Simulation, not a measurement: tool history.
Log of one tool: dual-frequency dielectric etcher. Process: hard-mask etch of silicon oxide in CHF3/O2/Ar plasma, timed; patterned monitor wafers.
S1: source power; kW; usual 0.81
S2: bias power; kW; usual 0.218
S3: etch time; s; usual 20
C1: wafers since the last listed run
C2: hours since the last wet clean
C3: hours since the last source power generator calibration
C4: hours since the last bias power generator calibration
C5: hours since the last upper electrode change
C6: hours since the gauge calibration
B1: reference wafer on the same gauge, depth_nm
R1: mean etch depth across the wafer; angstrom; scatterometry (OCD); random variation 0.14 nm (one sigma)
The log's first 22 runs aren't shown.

{"run": 23, "hour": 1292.6, "S1": 0.74, "S2": 0.268, "S3": 17.5, "C1": 578, "C2": 280.7, "C3": 347.3, "C4": 1732.6, "C5": 560.9, "C6": 189.2, "B1": 49.34, "R1": 439.3}
{"hour": 1334.4, "done": "bias power generator calibrated"}
{"run": 24, "hour": 1355.4, "S1": 0.99, "S2": 0.173, "S3": 17, "C1": 991, "C2": 343.5, "C3": 410.1, "C4": 21, "C5": 623.7, "C6": 252, "B1": 49.29, "R1": 400.8}
{"run": 25, "hour": 1397.4, "S1": 0.81, "S2": 0.218, "S3": 18.5, "C1": 708, "C2": 385.5, "C3": 452.1, "C4": 63, "C5": 665.7, "C6": 294, "B1": 49.28, "R1": 446.9}
{"hour": 1434.0, "done": "wet clean of the chamber"}
{"run": 26, "hour": 1454.9, "S1": 0.81, "S2": 0.174, "S3": 23, "C1": 565, "C2": 20.9, "C3": 509.6, "C4": 120.5, "C5": 723.2, "C6": 351.5, "B1": 49.29, "R1": 506.9}
{"run": 27, "hour": 1509.4, "S1": 0.81, "S2": 0.246, "S3": 23, "C1": 919, "C2": 75.4, "C3": 564.1, "C4": 175, "C5": 777.7, "C6": 406, "B1": 49.27, "R1": 581.2}
{"run": 28, "hour": 1666.2, "S1": 0.93, "S2": 0.263, "S3": 24, "C1": 2644, "C2": 232.2, "C3": 720.9, "C4": 331.8, "C5": 934.5, "C6": 562.8, "B1": 49.29, "R1": 642.8}
{"run": 29, "hour": 1695.0, "S1": 0.62, "S2": 0.218, "S3": 15.5, "C1": 485, "C2": 261, "C3": 749.7, "C4": 360.6, "C5": 963.3, "C6": 591.6, "B1": 49.29, "R1": 347.1}
{"run": 30, "hour": 1761.4, "S1": 0.65, "S2": 0.187, "S3": 16.5, "C1": 1119, "C2": 327.4, "C3": 816.1, "C4": 427, "C5": 1029.7, "C6": 658, "B1": 49.28, "R1": 350.1}

4 ways to go on from here, each from the tool as it stands after run 30. What would each give?
{"run": "A", "hour": 1761.8, "S1": 0.81, "S2": 0.237, "S3": 20, "C1": 6, "C2": 327.8, "C3": 816.5, "C4": 427.4, "C5": 1030.1, "C6": 658.4, "B1": "?", "R1": "?"}
{"run": "B", "hour": 1761.8, "S1": 0.81, "S2": 0.218, "S3": 25, "C1": 6, "C2": 327.8, "C3": 816.5, "C4": 427.4, "C5": 1030.1, "C6": 658.4, "B1": "?", "R1": "?"}
{"run": "C", "hour": 1761.8, "S1": 0.81, "S2": 0.178, "S3": 20, "C1": 6, "C2": 327.8, "C3": 816.5, "C4": 427.4, "C5": 1030.1, "C6": 658.4, "B1": "?", "R1": "?"}
{"run": "D", "hour": 1761.8, "S1": 0.9, "S2": 0.218, "S3": 20, "C1": 6, "C2": 327.8, "C3": 816.5, "C4": 427.4, "C5": 1030.1, "C6": 658.4, "B1": "?", "R1": "?"}

run=A B1=49.28 R1=495.9
run=B B1=49.28 R1=600.2
run=C B1=49.28 R1=444.4
run=D B1=49.28 R1=494.8
Without the tool's hidden state the same runs would have given:
run=A R1=499.5
run=B R1=604.4
run=C R1=447.4
run=D R1=498.4
